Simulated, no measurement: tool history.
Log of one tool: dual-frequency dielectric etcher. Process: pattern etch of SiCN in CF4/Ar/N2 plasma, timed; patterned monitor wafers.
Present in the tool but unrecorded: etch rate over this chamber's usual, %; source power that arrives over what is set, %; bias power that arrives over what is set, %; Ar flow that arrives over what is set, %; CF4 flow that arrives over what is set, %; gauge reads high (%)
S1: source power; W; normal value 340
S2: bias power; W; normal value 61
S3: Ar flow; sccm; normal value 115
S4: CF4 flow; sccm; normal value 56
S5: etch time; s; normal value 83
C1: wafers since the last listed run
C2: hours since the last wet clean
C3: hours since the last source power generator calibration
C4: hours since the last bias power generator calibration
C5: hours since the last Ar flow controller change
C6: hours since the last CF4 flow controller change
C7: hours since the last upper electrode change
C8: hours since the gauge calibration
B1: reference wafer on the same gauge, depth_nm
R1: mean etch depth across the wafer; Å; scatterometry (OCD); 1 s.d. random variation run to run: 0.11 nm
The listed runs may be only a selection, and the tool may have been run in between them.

{"run": 1, "day": 0.0, "S1": 340, "S2": 61, "S3": 115, "S4": 56, "S5": 83, "C1": 0, "C2": 19.6, "C3": 2011.2, "C4": 0.5, "C5": 81.9, "C6": 2898, "C7": 103.7, "C8": 178.5, "B1": 51.21, "R1": 524.5}
{"run": 2, "day": 0.175, "S1": 340, "S2": 54, "S3": 127, "S4": 44, "S5": 83, "C1": 28, "C2": 23.8, "C3": 2015.4, "C4": 4.7, "C5": 86.1, "C6": 2902.2, "C7": 107.9, "C8": 182.7, "B1": 51.2, "R1": 468.8}
{"run": 3, "day": 1.004, "S1": 340, "S2": 61, "S3": 131, "S4": 56, "S5": 91.5, "C1": 133, "C2": 43.7, "C3": 2035.3, "C4": 24.6, "C5": 106, "C6": 2922.1, "C7": 127.8, "C8": 202.6, "B1": 51.19, "R1": 558.8}
{"run": 4, "day": 1.408, "S1": 380, "S2": 61, "S3": 115, "S4": 56, "S5": 69, "C1": 65, "C2": 53.4, "C3": 2045, "C4": 34.3, "C5": 115.7, "C6": 2931.8, "C7": 137.5, "C8": 212.3, "B1": 51.19, "R1": 478.3}
{"run": 5, "day": 1.708, "S1": 340, "S2": 74, "S3": 143, "S4": 45, "S5": 83, "C1": 48, "C2": 60.6, "C3": 2052.2, "C4": 41.5, "C5": 122.9, "C6": 2939, "C7": 144.7, "C8": 219.5, "B1": 51.22, "R1": 517.6}
{"run": 6, "day": 2.112, "S1": 300, "S2": 61, "S3": 115, "S4": 56, "S5": 83, "C1": 65, "C2": 70.3, "C3": 2061.9, "C4": 51.2, "C5": 132.6, "C6": 2948.7, "C7": 154.4, "C8": 229.2, "B1": 51.21, "R1": 471.2}
{"day": 2.9, "done": "CF4 flow controller replaced"}
{"run": 7, "day": 2.921, "S1": 340, "S2": 55, "S3": 115, "S4": 51, "S5": 71.5, "C1": 89, "C2": 89.7, "C3": 2081.3, "C4": 70.6, "C5": 152, "C6": 0.5, "C7": 173.8, "C8": 248.6, "B1": 51.21, "R1": 429}
{"run": 8, "day": 3.408, "S1": 340, "S2": 61, "S3": 96, "S4": 56, "S5": 83, "C1": 78, "C2": 101.4, "C3": 2093, "C4": 82.3, "C5": 163.7, "C6": 12.2, "C7": 185.5, "C8": 260.3, "B1": 51.18, "R1": 550.1}
{"run": 9, "day": 3.825, "S1": 340, "S2": 61, "S3": 115, "S4": 51, "S5": 83, "C1": 67, "C2": 111.4, "C3": 2103, "C4": 92.3, "C5": 173.7, "C6": 22.2, "C7": 195.5, "C8": 270.3, "B1": 51.22, "R1": 516.1}
{"run": 10, "day": 4.3, "S1": 400, "S2": 61, "S3": 126, "S4": 56, "S5": 83, "C1": 76, "C2": 122.8, "C3": 2114.4, "C4": 103.7, "C5": 185.1, "C6": 33.6, "C7": 206.9, "C8": 281.7, "B1": 51.21, "R1": 590.1}
{"run": 11, "day": 4.75, "S1": 340, "S2": 61, "S3": 115, "S4": 56, "S5": 83, "C1": 72, "C2": 133.6, "C3": 2125.2, "C4": 114.5, "C5": 195.9, "C6": 44.4, "C7": 217.7, "C8": 292.5, "B1": 51.2, "R1": 526.5}
{"day": 4.967, "done": "gauge calibrated"}
{"run": 12, "day": 5.046, "S1": 340, "S2": 61, "S3": 115, "S4": 62, "S5": 100, "C1": 47, "C2": 140.7, "C3": 2132.3, "C4": 121.6, "C5": 203, "C6": 51.5, "C7": 224.8, "C8": 1.9, "B1": 51.19, "R1": 644.8}
{"day": 5.621, "done": "source power generator calibrated"}
{"run": 13, "day": 5.642, "S1": 340, "S2": 61, "S3": 115, "S4": 56, "S5": 83, "C1": 69, "C2": 155, "C3": 0.5, "C4": 135.9, "C5": 217.3, "C6": 65.8, "C7": 239.1, "C8": 16.2, "B1": 51.17, "R1": 527.6}
{"run": 14, "day": 6.2, "S1": 340, "S2": 68, "S3": 115, "S4": 48, "S5": 83, "C1": 89, "C2": 168.4, "C3": 13.9, "C4": 149.3, "C5": 230.7, "C6": 79.2, "C7": 252.5, "C8": 29.6, "B1": 51.17, "R1": 531.6}
{"run": 15, "day": 6.675, "S1": 340, "S2": 61, "S3": 91, "S4": 50, "S5": 100, "C1": 76, "C2": 179.8, "C3": 25.3, "C4": 160.7, "C5": 242.1, "C6": 90.6, "C7": 263.9, "C8": 41, "B1": 51.22, "R1": 660.7}
{"run": 16, "day": 7.396, "S1": 400, "S2": 61, "S3": 126, "S4": 56, "S5": 83, "C1": 116, "C2": 197.1, "C3": 42.6, "C4": 178, "C5": 259.4, "C6": 107.9, "C7": 281.2, "C8": 58.3, "B1": 51.21, "R1": 589.6}
{"run": 17, "day": 7.929, "S1": 340, "S2": 61, "S3": 132, "S4": 48, "S5": 83, "C1": 85, "C2": 209.9, "C3": 55.4, "C4": 190.8, "C5": 272.2, "C6": 120.7, "C7": 294, "C8": 71.1, "B1": 51.17, "R1": 495.4}
{"run": 18, "day": 8.492, "S1": 340, "S2": 61, "S3": 115, "S4": 56, "S5": 83, "C1": 90, "C2": 223.4, "C3": 68.9, "C4": 204.3, "C5": 285.7, "C6": 134.2, "C7": 307.5, "C8": 84.6, "B1": 51.21, "R1": 527.3}

Expected results for the next run?
{"run": 19, "day": 9.196, "S1": 340, "S2": 61, "S3": 127, "S4": 56, "S5": 83, "C1": 113, "C2": 240.3, "C3": 85.8, "C4": 221.2, "C5": 302.6, "C6": 151.1, "C7": 324.4, "C8": 101.5, "B1": "?", "R1": "?"}

B1: 51.2
R1: 514.5 Å
With no hidden state in the tool, this same run would have given R1 510.7 Å.

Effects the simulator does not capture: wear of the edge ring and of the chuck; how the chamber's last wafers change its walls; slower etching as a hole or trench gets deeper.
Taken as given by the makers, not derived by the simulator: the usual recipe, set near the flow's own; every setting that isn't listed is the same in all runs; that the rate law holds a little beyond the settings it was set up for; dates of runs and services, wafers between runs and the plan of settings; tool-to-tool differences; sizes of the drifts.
